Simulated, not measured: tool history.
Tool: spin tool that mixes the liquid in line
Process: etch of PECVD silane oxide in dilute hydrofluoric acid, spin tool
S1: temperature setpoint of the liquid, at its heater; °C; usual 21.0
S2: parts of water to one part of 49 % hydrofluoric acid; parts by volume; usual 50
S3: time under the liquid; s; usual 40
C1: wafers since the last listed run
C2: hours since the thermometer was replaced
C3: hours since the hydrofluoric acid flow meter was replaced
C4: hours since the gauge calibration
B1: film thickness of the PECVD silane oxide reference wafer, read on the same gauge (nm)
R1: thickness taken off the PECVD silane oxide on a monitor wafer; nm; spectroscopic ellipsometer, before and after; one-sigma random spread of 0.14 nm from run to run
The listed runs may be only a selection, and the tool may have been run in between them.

Run 1, hour 0.0: usual settings; C1 0; C2 223.2; C3 1616.4; C4 854.9; B1 113.38. Result: R1 20.52 nm.
Run 2, hour 76.5: usual settings; C1 606; C2 299.7; C3 1692.9; C4 931.4; B1 113.46. Result: R1 20.13 nm.
Run 3, hour 117.6: usual settings but S2 55 parts by volume, S3 30 s; C1 325; C2 340.8; C3 1734.0; C4 972.5; B1 113.49. Result: R1 13.71 nm.
Run 4, hour 156.0: usual settings but S2 55 parts by volume, S3 30 s; C1 304; C2 379.2; C3 1772.4; C4 1010.9; B1 113.48. Result: R1 13.62 nm.
Run 5, hour 202.2: usual settings but S2 55 parts by volume, S3 30 s; C1 366; C2 425.4; C3 1818.6; C4 1057.1; B1 113.56. Result: R1 13.84 nm.
Run 6, hour 269.6: usual settings; C1 534; C2 492.8; C3 1886.0; C4 1124.5; B1 113.57. Result: R1 20.42 nm.
Run 7, hour 314.2: usual settings; C1 353; C2 537.4; C3 1930.6; C4 1169.1; B1 113.61. Result: R1 20.25 nm.
At hour 332.3: gauge calibrated.
Run 8, hour 406.5: usual settings; C1 731; C2 629.7; C3 2022.9; C4 74.2; B1 110.91. Result: R1 19.88 nm.
Run 9, hour 444.2: usual settings but S1 22.5 °C, S2 70 parts by volume, S3 50 s; C1 298; C2 667.4; C3 2060.6; C4 111.9; B1 111.20. Result: R1 18.44 nm.
At hour 445.8: thermometer replaced.
Run 10, hour 488.4: usual settings; C1 342; C2 42.6; C3 2104.8; C4 156.1; B1 111.57. Result: R1 19.89 nm.
Run 11, hour 590.3: usual settings but S1 18.5 °C; C1 807; C2 144.5; C3 2206.7; C4 258.0; B1 112.20. Result: R1 17.91 nm.
Run 12, hour 673.0: usual settings but S1 17.0 °C; C1 655; C2 227.2; C3 2289.4; C4 340.7; B1 112.59. Result: R1 17.08 nm.
At hour 721.6: hydrofluoric acid flow meter replaced.
Run 13, hour 740.0: usual settings but S1 19.0 °C, S2 40 parts by volume, S3 25 s; C1 523; C2 294.2; C3 18.4; C4 407.7; B1 112.89. Result: R1 14.77 nm.
Run 14, hour 809.3: usual settings but S1 18.0 °C, S3 25 s; C1 549; C2 363.5; C3 87.7; C4 477.0; B1 113.13. Result: R1 11.00 nm.
Run 15, hour 904.2: usual settings but S3 25 s; C1 752; C2 458.4; C3 182.6; C4 571.9; B1 113.34. Result: R1 12.68 nm.
Run 16, hour 991.9: usual settings; C1 695; C2 546.1; C3 270.3; C4 659.6; B1 113.53. Result: R1 20.24 nm.

Each row is a separate what-if for the run after 16, all from the same tool condition, not one after another. Results?
Run A, hour 992.3: usual settings; C1 3; C2 546.5; C3 270.7; C4 660.0; B1 ?. Result: R1 ?.
Run B, hour 992.3: usual settings but S1 17.5 °C, S2 55 parts by volume, S3 50 s; C1 3; C2 546.5; C3 270.7; C4 660.0; B1 ?. Result: R1 ?.
Run C, hour 992.3: usual settings but S1 17.5 °C, S2 60 parts by volume, S3 65 s; C1 3; C2 546.5; C3 270.7; C4 660.0; B1 ?. Result: R1 ?.
Run D, hour 992.3: usual settings but S1 18.0 °C, S3 15 s; C1 3; C2 546.5; C3 270.7; C4 660.0; B1 ?. Result: R1 ?.
Run E, hour 992.3: usual settings but S3 55 s; C1 3; C2 546.5; C3 270.7; C4 660.0; B1 ?. Result: R1 ?.

run      B1     R1
  A  113.55  20.34
  B  113.55  19.79
  C  113.55  23.45
  D  113.55   6.71
  E  113.55  27.97
Stripped of hidden state, with their random variation kept, the same runs would have yielded:
run     R1
  A  19.71
  B  19.18
  C  22.73
  D   6.50
  E  27.10
